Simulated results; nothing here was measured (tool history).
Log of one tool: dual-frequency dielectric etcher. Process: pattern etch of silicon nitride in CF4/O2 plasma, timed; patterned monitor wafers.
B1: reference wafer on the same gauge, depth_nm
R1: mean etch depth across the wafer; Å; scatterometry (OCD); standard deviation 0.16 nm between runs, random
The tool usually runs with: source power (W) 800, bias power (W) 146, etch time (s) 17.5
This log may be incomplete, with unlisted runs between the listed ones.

{"run": 1, "hour": 0.0, "source power (W)": 800, "bias power (W)": 146, "etch time (s)": 17.5, "B1": 41.49, "R1": 485.9}
{"hour": 73.1, "done": "wet clean of the chamber"}
{"run": 2, "hour": 90.5, "source power (W)": 800, "bias power (W)": 146, "etch time (s)": 17.5, "B1": 41.51, "R1": 486.3}
{"run": 3, "hour": 145.7, "source power (W)": 940, "bias power (W)": 146, "etch time (s)": 17.5, "B1": 41.49, "R1": 550.5}
{"run": 4, "hour": 188.2, "source power (W)": 940, "bias power (W)": 146, "etch time (s)": 17.5, "B1": 41.48, "R1": 553.5}
{"run": 5, "hour": 253.6, "source power (W)": 940, "bias power (W)": 146, "etch time (s)": 17.5, "B1": 41.45, "R1": 549.0}
{"run": 6, "hour": 330.7, "source power (W)": 800, "bias power (W)": 146, "etch time (s)": 17.5, "B1": 41.5, "R1": 486.1}
{"run": 7, "hour": 380.9, "source power (W)": 800, "bias power (W)": 146, "etch time (s)": 17.5, "B1": 41.46, "R1": 482.6}
{"hour": 604.9, "done": "wet clean of the chamber"}
{"run": 8, "hour": 656.1, "source power (W)": 800, "bias power (W)": 146, "etch time (s)": 17.5, "B1": 41.47, "R1": 482.5}
{"run": 9, "hour": 875.2, "source power (W)": 800, "bias power (W)": 132, "etch time (s)": 17.5, "B1": 41.53, "R1": 463.1}
{"run": 10, "hour": 963.7, "source power (W)": 800, "bias power (W)": 132, "etch time (s)": 17.5, "B1": 41.52, "R1": 461.9}
{"run": 11, "hour": 1070.1, "source power (W)": 800, "bias power (W)": 163, "etch time (s)": 17.5, "B1": 41.56, "R1": 508.3}
{"hour": 1108.8, "done": "wet clean of the chamber"}
{"run": 12, "hour": 1163.4, "source power (W)": 800, "bias power (W)": 163, "etch time (s)": 17.5, "B1": 41.49, "R1": 509.8}
{"hour": 1217.8, "done": "gauge calibrated"}
{"run": 13, "hour": 1254.1, "source power (W)": 800, "bias power (W)": 146, "etch time (s)": 17.5, "B1": 41.49, "R1": 482.1}
{"hour": 1319.2, "done": "upper electrode replaced"}
{"run": 14, "hour": 1319.7, "source power (W)": 800, "bias power (W)": 111, "etch time (s)": 21.5, "B1": 41.48, "R1": 521.3}
{"run": 15, "hour": 1422.7, "source power (W)": 990, "bias power (W)": 157, "etch time (s)": 13.0, "B1": 41.44, "R1": 437.7}
{"run": 16, "hour": 1472.6, "source power (W)": 660, "bias power (W)": 121, "etch time (s)": 19.0, "B1": 41.49, "R1": 415.8}
{"run": 17, "hour": 1530.4, "source power (W)": 800, "bias power (W)": 146, "etch time (s)": 17.5, "B1": 41.52, "R1": 482.3}
{"hour": 1586.4, "done": "bias power generator calibrated"}
{"hour": 1598.0, "done": "wet clean of the chamber"}
{"run": 18, "hour": 1601.9, "source power (W)": 600, "bias power (W)": 119, "etch time (s)": 14.0, "B1": 41.49, "R1": 287.0}
{"hour": 1635.5, "done": "source power generator calibrated"}
{"run": 19, "hour": 1704.1, "source power (W)": 800, "bias power (W)": 146, "etch time (s)": 17.5, "B1": 41.53, "R1": 494.4}
{"run": 20, "hour": 1784.9, "source power (W)": 800, "bias power (W)": 146, "etch time (s)": 17.5, "B1": 41.48, "R1": 492.9}
{"run": 21, "hour": 1833.6, "source power (W)": 800, "bias power (W)": 158, "etch time (s)": 17.5, "B1": 41.5, "R1": 512.0}
{"run": 22, "hour": 1910.6, "source power (W)": 800, "bias power (W)": 146, "etch time (s)": 12.5, "B1": 41.5, "R1": 350.8}
{"run": 23, "hour": 1973.0, "source power (W)": 800, "bias power (W)": 146, "etch time (s)": 20.0, "B1": 41.53, "R1": 557.8}
{"run": 24, "hour": 2079.4, "source power (W)": 730, "bias power (W)": 146, "etch time (s)": 17.5, "B1": 41.49, "R1": 458.2}
{"hour": 2127.6, "done": "wet clean of the chamber"}
{"run": 25, "hour": 2128.1, "source power (W)": 800, "bias power (W)": 146, "etch time (s)": 17.5, "B1": 41.47, "R1": 489.3}
{"run": 26, "hour": 2192.0, "source power (W)": 660, "bias power (W)": 172, "etch time (s)": 15.5, "B1": 41.54, "R1": 406.4}
{"run": 27, "hour": 2264.6, "source power (W)": 800, "bias power (W)": 146, "etch time (s)": 17.5, "B1": 41.51, "R1": 490.4}
{"run": 28, "hour": 2360.0, "source power (W)": 940, "bias power (W)": 112, "etch time (s)": 13.0, "B1": 41.48, "R1": 364.3}

Consider 5 possible next runs. They are alternatives, not a sequence: every one starts from the tool as it was left by run 28. What does each give?
{"run": "A", "hour": 2360.4, "source power (W)": 800, "bias power (W)": 146, "etch time (s)": 17.5, "B1": "?", "R1": "?"}
{"run": "B", "hour": 2360.4, "source power (W)": 990, "bias power (W)": 146, "etch time (s)": 17.5, "B1": "?", "R1": "?"}
{"run": "C", "hour": 2360.4, "source power (W)": 700, "bias power (W)": 146, "etch time (s)": 17.5, "B1": "?", "R1": "?"}
{"run": "D", "hour": 2360.4, "source power (W)": 890, "bias power (W)": 168, "etch time (s)": 12.5, "B1": "?", "R1": "?"}
{"run": "E", "hour": 2360.4, "source power (W)": 800, "bias power (W)": 176, "etch time (s)": 17.5, "B1": "?", "R1": "?"}

run=A B1=41.52 R1=490.0
run=B B1=41.52 R1=578.9
run=C B1=41.52 R1=442.5
run=D B1=41.52 R1=406.0
run=E B1=41.52 R1=535.0
With the hidden condition removed and each run's random variation left untouched, the same runs would have given:
run=A R1=493.0
run=B R1=582.3
run=C R1=445.1
run=D R1=408.5
run=E R1=538.3
